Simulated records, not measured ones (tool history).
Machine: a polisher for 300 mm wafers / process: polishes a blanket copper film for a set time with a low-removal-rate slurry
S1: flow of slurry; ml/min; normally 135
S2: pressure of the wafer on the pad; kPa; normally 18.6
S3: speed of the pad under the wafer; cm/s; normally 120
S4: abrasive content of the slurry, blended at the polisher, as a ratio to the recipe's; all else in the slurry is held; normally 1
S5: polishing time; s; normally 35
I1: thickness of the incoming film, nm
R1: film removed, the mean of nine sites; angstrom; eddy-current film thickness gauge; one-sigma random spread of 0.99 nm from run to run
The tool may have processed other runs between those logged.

run,hour,S1,S2,S3,S4,S5,I1,R1
1,0.0,135,18.6,88,1,35,1609.4,909
# hour 24.0: slurry nozzle cleaned
# hour 79.0: slurry blender recalibrated
2,93.9,135,22.1,120,1,35,1607.1,1370
# hour 124.6: worn pad replaced by a new one
3,159.5,135,22.1,120,1,35,1564.1,1335
4,209.9,135,18.6,120,1,35,1555.7,1112
# hour 229.3: slurry nozzle cleaned
# hour 289.7: slurry blender recalibrated
# hour 297.6: head pressure recalibrated
5,310.7,135,18.6,120,1,35,1586.4,1212
# hour 344.3: worn pad replaced by a new one
6,385.8,135,18.6,120,1,35,1588.9,1198
7,426.2,135,18.6,120,1,35,1583.4,1188
8,464.1,155,18.6,158,1,35,1571.0,1549

Estimate the outcome of run 9 from the log above:
# hour 469.4: slurry nozzle cleaned
# hour 491.0: slurry blender recalibrated
# hour 539.3: worn pad replaced by a new one
9,547.3,135,18.6,120,1,35,1585.1,?

R1: 1162 angstrom
With the hidden condition absent and the run-to-run variation left alone, this run would have shown R1 1203 angstrom.
